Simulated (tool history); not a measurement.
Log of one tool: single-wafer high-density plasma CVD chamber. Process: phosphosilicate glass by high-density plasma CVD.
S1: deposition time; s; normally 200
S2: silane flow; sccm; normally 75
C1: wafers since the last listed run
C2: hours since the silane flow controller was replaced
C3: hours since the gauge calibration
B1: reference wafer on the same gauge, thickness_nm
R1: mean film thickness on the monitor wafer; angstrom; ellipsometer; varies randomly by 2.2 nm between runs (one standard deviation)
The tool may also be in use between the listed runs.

| run | hour | S1 | S2 | C1 | C2 | C3 | B1 | R1 |
|---|---|---|---|---|---|---|---|---|
| 1 | 0.0 | 200 | 79 | 0 | 3584.6 | 199.1 | 1380.352 | 15004.59 |
| 2 | 10.4 | 200 | 75 | 64 | 3595.0 | 209.5 | 1380.125 | 14464.19 |
| 3 | 27.9 | 200 | 75 | 109 | 3612.5 | 227.0 | 1380.098 | 14390.42 |
| 4 | 40.5 | 184 | 67 | 78 | 3625.1 | 239.6 | 1380.091 | 12083.37 |
| 5 | 52.3 | 200 | 75 | 73 | 3636.9 | 251.4 | 1379.749 | 14402.18 |
| 6 | 62.0 | 200 | 75 | 60 | 3646.6 | 261.1 | 1379.836 | 14381.57 |
| 7 | 70.9 | 200 | 66 | 55 | 3655.5 | 270.0 | 1379.668 | 13006.27 |
| 8 | 78.1 | 200 | 66 | 44 | 3662.7 | 277.2 | 1380.006 | 13001.81 |
| 9 | 90.4 | 200 | 66 | 76 | 3675.0 | 289.5 | 1379.743 | 13020.59 |
| 10 | 120.6 | 200 | 75 | 188 | 3705.2 | 319.7 | 1379.149 | 14413.22 |
| 11 | 132.6 | 200 | 75 | 74 | 3717.2 | 331.7 | 1379.672 | 14366.25 |
| 12 | 147.5 | 200 | 75 | 92 | 3732.1 | 346.6 | 1380.336 | 14350.15 |
| 13 | 164.1 | 222 | 75 | 103 | 3748.7 | 363.2 | 1379.892 | 15956.01 |
| 14 | 172.7 | 200 | 75 | 53 | 3757.3 | 371.8 | 1380.599 | 14370.67 |
| 15 | 206.9 | 220 | 75 | 213 | 3791.5 | 406.0 | 1380.272 | 15775.23 |
| 16 | 217.0 | 220 | 75 | 63 | 3801.6 | 416.1 | 1379.746 | 15776.53 |
| 17 | 232.9 | 219 | 75 | 99 | 3817.5 | 432.0 | 1380.311 | 15742.75 |
| 18 | 243.3 | 219 | 75 | 64 | 3827.9 | 442.4 | 1379.808 | 15766.19 |
| 19 | 252.8 | 181 | 75 | 59 | 3837.4 | 451.9 | 1379.693 | 12963.51 |
| 20 | 268.3 | 181 | 75 | 96 | 3852.9 | 467.4 | 1379.569 | 12998.92 |
| 21 | 283.3 | 186 | 75 | 93 | 3867.9 | 482.4 | 1380.122 | 13318.74 |
| 22 | 294.4 | 216 | 81 | 69 | 3879.0 | 493.5 | 1379.685 | 16432.59 |
| 23 | 308.4 | 200 | 67 | 87 | 3893.0 | 507.5 | 1379.915 | 13125.99 |
|  | 323.6 | silane flow controller replaced |
| 24 | 324.1 | 188 | 75 | 48 | 0.5 | 523.2 | 1379.995 | 14301.52 |
| 25 | 334.1 | 200 | 75 | 62 | 10.5 | 533.2 | 1380.179 | 15150.53 |
| 26 | 351.9 | 162 | 66 | 111 | 28.3 | 551.0 | 1380.395 | 11106.86 |
| 27 | 358.3 | 185 | 70 | 39 | 34.7 | 557.4 | 1380.028 | 13273.79 |
| 28 | 375.7 | 166 | 65 | 108 | 52.1 | 574.8 | 1379.997 | 11249.97 |
| 29 | 383.5 | 168 | 75 | 48 | 59.9 | 582.6 | 1380.266 | 12748.25 |
|  | 392.2 | gauge calibrated |
| 30 | 394.9 | 174 | 75 | 71 | 71.3 | 2.7 | 1380.251 | 13209.40 |
| 31 | 408.6 | 180 | 84 | 85 | 85.0 | 16.4 | 1379.745 | 14952.30 |
| 32 | 419.2 | 200 | 69 | 66 | 95.6 | 27.0 | 1379.492 | 14186.96 |
| 33 | 431.2 | 180 | 63 | 74 | 107.6 | 39.0 | 1379.563 | 11904.08 |
| 34 | 446.2 | 165 | 90 | 93 | 122.6 | 54.0 | 1380.362 | 14555.38 |
| 35 | 500.0 | 227 | 63 | 335 | 176.4 | 107.8 | 1379.580 | 15060.83 |
| 36 | 514.8 | 222 | 89 | 92 | 191.2 | 122.6 | 1379.907 | 19343.64 |
| 37 | 520.8 | 200 | 75 | 37 | 197.2 | 128.6 | 1379.615 | 15201.99 |
| 38 | 530.7 | 168 | 86 | 61 | 207.1 | 138.5 | 1379.456 | 14248.77 |
| 39 | 547.9 | 200 | 75 | 107 | 224.3 | 155.7 | 1379.475 | 15149.73 |
| 40 | 565.6 | 200 | 75 | 110 | 242.0 | 173.4 | 1380.259 | 15157.58 |

Measured minus without-hidden-state, run by run (identical run-to-run variation in each term; gauge scatter may differ):
Unlogged tool condition in this case: delivered silane flow above the setpoint (%); gauge reads high (%).
| run | R1 |
|---|---|
| 1 | -571.68 |
| 2 | -554.00 |
| 3 | -556.08 |
| 4 | -469.91 |
| 5 | -563.43 |
| 6 | -565.38 |
| 7 | -513.60 |
| 8 | -515.28 |
| 9 | -519.20 |
| 10 | -583.45 |
| 11 | -585.02 |
| 12 | -588.69 |
| 13 | -659.95 |
| 14 | -596.90 |
| 15 | -666.32 |
| 16 | -669.67 |
| 17 | -673.43 |
| 18 | -677.86 |
| 19 | -559.93 |
| 20 | -565.68 |
| 21 | -583.81 |
| 22 | -724.17 |
| 23 | -582.35 |
| 24 | +198.10 |
| 25 | +209.87 |
| 26 | +153.83 |
| 27 | +183.83 |
| 28 | +155.76 |
| 29 | +176.48 |
| 30 | +182.81 |
| 31 | +206.85 |
| 32 | +196.21 |
| 33 | +164.56 |
| 34 | +201.09 |
| 35 | +207.48 |
| 36 | +266.22 |
| 37 | +209.13 |
| 38 | +195.89 |
| 39 | +207.99 |
| 40 | +207.79 |
